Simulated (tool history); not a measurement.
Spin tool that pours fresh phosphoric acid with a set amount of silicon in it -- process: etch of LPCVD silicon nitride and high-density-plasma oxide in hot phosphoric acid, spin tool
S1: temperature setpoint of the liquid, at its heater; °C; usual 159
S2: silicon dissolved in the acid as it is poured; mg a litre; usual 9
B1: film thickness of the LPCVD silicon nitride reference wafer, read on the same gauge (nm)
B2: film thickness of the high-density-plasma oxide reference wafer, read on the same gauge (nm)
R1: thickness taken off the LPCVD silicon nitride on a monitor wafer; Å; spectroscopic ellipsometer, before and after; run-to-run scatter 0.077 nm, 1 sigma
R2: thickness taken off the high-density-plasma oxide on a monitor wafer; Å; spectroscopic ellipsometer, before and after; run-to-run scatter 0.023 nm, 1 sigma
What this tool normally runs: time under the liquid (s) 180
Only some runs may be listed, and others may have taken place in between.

{"run": 1, "hour": 0.0, "S1": 159, "S2": 9, "time under the liquid (s)": 180, "B1": 60, "B2": 150.007, "R1": 143.4, "R2": 5.87}
{"run": 2, "hour": 52.2, "S1": 159, "S2": 4, "time under the liquid (s)": 155, "B1": 60.01, "B2": 149.962, "R1": 123.7, "R2": 5.17}
{"run": 3, "hour": 107.3, "S1": 159, "S2": 4, "time under the liquid (s)": 155, "B1": 60, "B2": 150.021, "R1": 123.3, "R2": 5.09}
{"run": 4, "hour": 168.0, "S1": 159, "S2": 9, "time under the liquid (s)": 180, "B1": 60, "B2": 149.983, "R1": 142.5, "R2": 5.37}
{"run": 5, "hour": 212.7, "S1": 159, "S2": 9, "time under the liquid (s)": 180, "B1": 60.01, "B2": 150.015, "R1": 142.7, "R2": 5.28}
{"hour": 236.0, "done": "gauge calibrated"}
{"hour": 237.1, "done": "thermometer replaced"}
{"run": 6, "hour": 274.8, "S1": 159, "S2": 9, "time under the liquid (s)": 180, "B1": 59.99, "B2": 150.027, "R1": 141, "R2": 5.68}
{"run": 7, "hour": 342.7, "S1": 159, "S2": 9, "time under the liquid (s)": 215, "B1": 60.01, "B2": 150.03, "R1": 168.5, "R2": 6.6}
{"run": 8, "hour": 377.5, "S1": 159, "S2": 9, "time under the liquid (s)": 180, "B1": 60, "B2": 149.984, "R1": 139.6, "R2": 5.2}
{"run": 9, "hour": 403.5, "S1": 159, "S2": 9, "time under the liquid (s)": 75, "B1": 60, "B2": 149.969, "R1": 58.7, "R2": 2.11}
{"hour": 411.9, "done": "heated supply line repaired"}
{"run": 10, "hour": 461.0, "S1": 157.5, "S2": 6, "time under the liquid (s)": 265, "B1": 60.01, "B2": 150.003, "R1": 223.1, "R2": 10.51}
{"hour": 466.8, "done": "dissolved silicon flow meter replaced"}
{"run": 11, "hour": 523.7, "S1": 156.5, "S2": 14.5, "time under the liquid (s)": 130, "B1": 60, "B2": 149.992, "R1": 105.4, "R2": 3.88}
{"run": 12, "hour": 548.2, "S1": 160.5, "S2": 13, "time under the liquid (s)": 115, "B1": 60.01, "B2": 150.007, "R1": 106.9, "R2": 4.46}
{"run": 13, "hour": 608.5, "S1": 158, "S2": 14.5, "time under the liquid (s)": 225, "B1": 60.02, "B2": 149.981, "R1": 188.1, "R2": 7.05}
{"run": 14, "hour": 651.5, "S1": 160.5, "S2": 15, "time under the liquid (s)": 220, "B1": 60, "B2": 149.99, "R1": 201.2, "R2": 7.83}

4 options for the next run, each taken on its own from the tool as it stands now. Forecast them:
{"run": "A", "hour": 652.0, "S1": 160.5, "S2": 9, "time under the liquid (s)": 180, "B1": "?", "B2": "?", "R1": "?", "R2": "?"}
{"run": "B", "hour": 652.0, "S1": 159, "S2": 9, "time under the liquid (s)": 105, "B1": "?", "B2": "?", "R1": "?", "R2": "?"}
{"run": "C", "hour": 652.0, "S1": 156.5, "S2": 9, "time under the liquid (s)": 180, "B1": "?", "B2": "?", "R1": "?", "R2": "?"}
{"run": "D", "hour": 652.0, "S1": 160.5, "S2": 15.5, "time under the liquid (s)": 180, "B1": "?", "B2": "?", "R1": "?", "R2": "?"}

run=A B1=60 B2=149.989 R1=165.4 R2=7.8
run=B B1=60 B2=149.989 R1=91.7 R2=4.07
run=C B1=60 B2=149.989 R1=144.4 R2=5.78
run=D B1=60 B2=149.989 R1=165.4 R2=6.69
Without the tool's unlogged condition, the same runs would have read:
run=A R1=169.4 R2=8.22
run=B R1=94 R2=4.29
run=C R1=148 R2=6.1
run=D R1=169.4 R2=7.06
